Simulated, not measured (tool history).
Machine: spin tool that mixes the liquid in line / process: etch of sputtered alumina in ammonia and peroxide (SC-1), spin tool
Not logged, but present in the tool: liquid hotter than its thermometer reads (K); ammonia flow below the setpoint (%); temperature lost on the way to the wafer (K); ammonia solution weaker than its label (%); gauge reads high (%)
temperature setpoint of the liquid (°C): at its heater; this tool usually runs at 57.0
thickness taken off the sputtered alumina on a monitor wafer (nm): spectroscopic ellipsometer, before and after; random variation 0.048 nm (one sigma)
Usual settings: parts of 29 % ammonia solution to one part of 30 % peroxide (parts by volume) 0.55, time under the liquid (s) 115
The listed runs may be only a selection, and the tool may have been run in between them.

run     day  temperature setpoint of the liquid (°C)  parts of 29 % ammonia solution to one part of 30 % peroxide (parts by volume)  time under the liquid (s)  wafers since the last listed run  hours since the thermometer was replaced  hours since the ammonia flow meter was replaced  hours since the heated supply line was repaired  hours since the drum of ammonia solution was connected  hours since the gauge calibration  read-back film thickness of the sputtered alumina reference wafer, read on the same gauge (nm)  thickness taken off the sputtered alumina on a monitor wafer (nm)
  1   0.000                                     57.0                                                                           0.40                        180                                 0                                     703.3                                           1423.3                                             83.5                                                   139.2                               75.3                                                                                          140.00                                                              11.64
  2   0.554                                     51.5                                                                           0.35                        155                               137                                     716.6                                           1436.6                                             96.8                                                   152.5                               88.6                                                                                          140.00                                                               7.26
  3   0.908                                     65.5                                                                           0.30                        115                                87                                     725.1                                           1445.1                                            105.3                                                   161.0                               97.1                                                                                          140.01                                                              10.96
  4   1.429                                     57.0                                                                           0.70                        165                               129                                     737.6                                           1457.6                                            117.8                                                   173.5                              109.6                                                                                          139.98                                                              11.12
  5   2.104                                     61.0                                                                           0.55                        175                               167                                     753.8                                           1473.8                                            134.0                                                   189.7                              125.8                                                                                          140.01                                                              14.18
  6   2.471                                     49.5                                                                           0.25                        175                                90                                     762.6                                           1482.6                                            142.8                                                   198.5                              134.6                                                                                          140.03                                                               7.07
  7   2.883                                     57.0                                                                           0.55                        115                               102                                     772.5                                           1492.5                                            152.7                                                   208.4                              144.5                                                                                          140.00                                                               7.56
  8   3.554                                     65.5                                                                           0.55                        155                               166                                     788.6                                           1508.6                                            168.8                                                   224.5                              160.6                                                                                          140.02                                                              15.83
  9   3.888                                     54.5                                                                           0.70                        140                                82                                     796.6                                           1516.6                                            176.8                                                   232.5                              168.6                                                                                          140.00                                                               8.21
      4.346  -- new drum of ammonia solution connected
 10   4.367                                     54.5                                                                           0.75                        115                               108                                     808.1                                           1528.1                                            188.3                                                     0.5                              180.1                                                                                          140.00                                                               6.86
 11   4.875                                     57.0                                                                           0.55                        115                               125                                     820.3                                           1540.3                                            200.5                                                    12.7                              192.3                                                                                          140.01                                                               7.54
 12   5.538                                     65.5                                                                           0.55                         85                               164                                     836.2                                           1556.2                                            216.4                                                    28.6                              208.2                                                                                          140.02                                                               8.63
      5.754  -- ammonia flow meter replaced
 13   5.946                                     57.0                                                                           0.65                        180                                90                                     846.0                                              4.6                                            226.2                                                    38.4                              218.0                                                                                          140.01                                                              11.87
      6.096  -- thermometer replaced
 14   6.658                                     65.5                                                                           0.65                        180                               166                                      13.5                                             21.7                                            243.3                                                    55.5                              235.1                                                                                          140.00                                                              18.55
 15   7.125                                     66.5                                                                           0.55                         85                               115                                      24.7                                             32.9                                            254.5                                                    66.7                              246.3                                                                                          140.00                                                               9.12
 16   7.742                                     51.5                                                                           0.55                        150                               152                                      39.5                                             47.7                                            269.3                                                    81.5                              261.1                                                                                          140.00                                                               7.35
 17   8.225                                     57.0                                                                           0.55                        115                               119                                      51.1                                             59.3                                            280.9                                                    93.1                              272.7                                                                                          140.01                                                               7.47
 18   8.542                                     57.0                                                                           0.70                        115                                78                                      58.7                                             66.9                                            288.5                                                   100.7                              280.3                                                                                          140.00                                                               7.76
 19   9.288                                     65.5                                                                           0.85                        115                               184                                      76.6                                             84.8                                            306.4                                                   118.6                              298.2                                                                                          140.02                                                              12.22
 20  10.029                                     63.0                                                                           0.45                        145                               183                                      94.4                                            102.6                                            324.2                                                   136.4                              316.0                                                                                          139.98                                                              12.82
 21  11.200                                     52.0                                                                           0.45                        115                               290                                     122.5                                            130.7                                            352.3                                                   164.5                              344.1                                                                                          140.00                                                               5.65
 22  11.829                                     57.0                                                                           0.55                        115                               155                                     137.6                                            145.8                                            367.4                                                   179.6                              359.2                                                                                          139.99                                                               7.58
 23  12.567                                     57.0                                                                           0.55                        115                               182                                     155.3                                            163.5                                            385.1                                                   197.3                              376.9                                                                                          140.00                                                               7.57
 24  12.867                                     61.0                                                                           0.30                        160                                74                                     162.5                                            170.7                                            392.3                                                   204.5                              384.1                                                                                          140.01                                                              12.21

The tool's hidden state at each run:
liquid hotter than its thermometer reads (K): 0 across all the runs
ammonia flow below the setpoint (%): 0 across all the runs
temperature lost on the way to the wafer (K): 0 across all the runs
ammonia solution weaker than its label (%): 0 across all the runs
gauge reads high (%): 0 across all the runs
